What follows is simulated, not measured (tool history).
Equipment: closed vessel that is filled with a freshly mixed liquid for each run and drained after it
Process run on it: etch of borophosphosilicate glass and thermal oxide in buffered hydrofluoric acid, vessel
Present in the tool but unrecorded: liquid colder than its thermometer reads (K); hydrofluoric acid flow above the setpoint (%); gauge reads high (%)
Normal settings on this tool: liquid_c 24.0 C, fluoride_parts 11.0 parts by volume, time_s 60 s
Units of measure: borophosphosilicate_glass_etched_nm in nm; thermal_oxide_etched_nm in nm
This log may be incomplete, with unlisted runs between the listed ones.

run     day  liquid_c  fluoride_parts  time_s  wafers since the last listed run  hours since the thermometer was replaced  hours since the hydrofluoric acid flow meter was replaced  hours since the gauge calibration  read-back film thickness of the borophosphosilicate glass reference wafer, read on the same gauge (nm)  read-back film thickness of the thermal oxide reference wafer, read on the same gauge (nm)  borophosphosilicate_glass_etched_nm  thermal_oxide_etched_nm
  1   0.000      24.0            11.0      40                                 0                                    1312.4                                                     1061.0                              199.8                                                                                                  139.99                                                                                       29.98                                85.74                    51.01
  2   0.279      24.0            10.0      85                               888                                    1319.1                                                     1067.7                              206.5                                                                                                  139.99                                                                                       30.00                               197.23                   115.46
  3   0.625      24.0            10.0      85                              1100                                    1327.4                                                     1076.0                              214.8                                                                                                  140.01                                                                                       30.02                               196.16                   116.64
  4   1.112      24.0            10.0      85                              1551                                    1339.1                                                     1087.7                              226.5                                                                                                  140.00                                                                                       30.01                               196.63                   116.22
  5   1.483      23.0            11.0      45                              1179                                    1348.0                                                     1096.6                              235.4                                                                                                  140.01                                                                                       30.00                                93.29                    54.78
  6   1.846      23.0            11.0      45                              1153                                    1356.7                                                     1105.3                              244.1                                                                                                  140.01                                                                                       29.99                                91.93                    54.58
  7   2.171      23.0            11.0      45                              1034                                    1364.5                                                     1113.1                              251.9                                                                                                  140.01                                                                                       29.99                                92.53                    54.32
  8   2.542      24.0            12.5      40                              1179                                    1373.4                                                     1122.0                              260.8                                                                                                  140.00                                                                                       29.99                                78.49                    45.69
  9   2.908      24.0            12.5      40                              1166                                    1382.2                                                     1130.8                              269.6                                                                                                  140.00                                                                                       29.99                                77.29                    45.85
 10   3.242      24.0            11.0      60                              1060                                    1390.2                                                     1138.8                              277.6                                                                                                  139.99                                                                                       30.01                               130.70                    76.93
      3.533  -- gauge calibrated
 11   3.971      24.0            11.0      60                              2320                                    1407.7                                                     1156.3                               10.5                                                                                                  139.99                                                                                       29.99                               133.32                    77.43
 12   4.600      24.0            11.0      60                              2001                                    1422.8                                                     1171.4                               25.6                                                                                                  140.00                                                                                       30.01                               132.39                    77.16
 13   5.042      24.0            13.5      50                              1405                                    1433.4                                                     1182.0                               36.2                                                                                                  140.00                                                                                       30.04                                90.33                    53.42
 14   5.475      20.5             8.0      40                              1378                                    1443.8                                                     1192.4                               46.6                                                                                                  140.00                                                                                       30.01                                99.22                    57.58
 15   6.088      26.0            11.0      45                              1948                                    1458.5                                                     1207.1                               61.3                                                                                                  140.01                                                                                       29.98                               111.03                    64.33
      6.296  -- thermometer replaced
 16   8.283      27.0            14.5      70                              6854                                      47.7                                                     1259.8                              114.0                                                                                                  139.99                                                                                       30.00                               139.22                    82.45
 17   8.838      24.0            10.0      85                              1763                                      61.0                                                     1273.1                              127.3                                                                                                  140.00                                                                                       29.99                               201.42                   118.38
 18   9.371      19.0            11.0      60                              1696                                      73.8                                                     1285.9                              140.1                                                                                                  140.02                                                                                       30.02                               101.02                    59.03
      9.617  -- hydrofluoric acid flow meter replaced
 19   9.975      24.0            11.0      75                              1789                                      88.3                                                        8.6                              154.6                                                                                                  140.01                                                                                       30.00                               147.56                    87.31
 20  10.525      19.5            13.0      35                              1750                                     101.5                                                       21.8                              167.8                                                                                                  139.99                                                                                       30.00                                46.07                    26.80
 21  10.933      27.5            11.0      50                              1299                                     111.3                                                       31.6                              177.6                                                                                                  140.01                                                                                       30.02                               119.59                    70.62
 22  11.467      24.0            14.0      80                              1696                                     124.1                                                       44.4                              190.4                                                                                                  140.00                                                                                       29.97                               124.47                    74.25
 23  11.954      24.0            12.5      40                              1551                                     135.8                                                       56.1                              202.1                                                                                                  140.00                                                                                       30.00                                70.33                    41.50
 24  12.412      24.0            11.0      60                              1458                                     146.8                                                       67.1                              213.1                                                                                                  140.02                                                                                       29.99                               120.37                    70.29
 25  12.688      21.0            12.0      60                               875                                     153.4                                                       73.7                              219.7                                                                                                  140.00                                                                                       29.99                                92.71                    54.74

Describe how what the log doesn't record of the tool's condition differs between the last listed run preceding each entry between runs and the first listed run following it.
Between runs 10 and 11: gauge calibrated (day 3.533)
  hydrofluoric acid flow above the setpoint (%): 13.1 -> 13.3
  the result without the hidden state subtracted from the measured one, borophosphosilicate_glass_etched_nm: +13.77 -> +14.18 nm; thermal_oxide_etched_nm: +8.04 -> +8.16 nm
Between runs 15 and 16: thermometer replaced (day 6.296)
  hydrofluoric acid flow above the setpoint (%): 13.8 -> 14.4
  the result without the hidden state subtracted from the measured one, borophosphosilicate_glass_etched_nm: +12.09 -> +17.27 nm; thermal_oxide_etched_nm: +6.95 -> +10.19 nm
Between runs 18 and 19: hydrofluoric acid flow meter replaced (day 9.617)
  hydrofluoric acid flow above the setpoint (%): 14.7 -> 1.22
  the result without the hidden state subtracted from the measured one, borophosphosilicate_glass_etched_nm: +11.45 -> +1.75 nm; thermal_oxide_etched_nm: +6.63 -> +1.03 nm
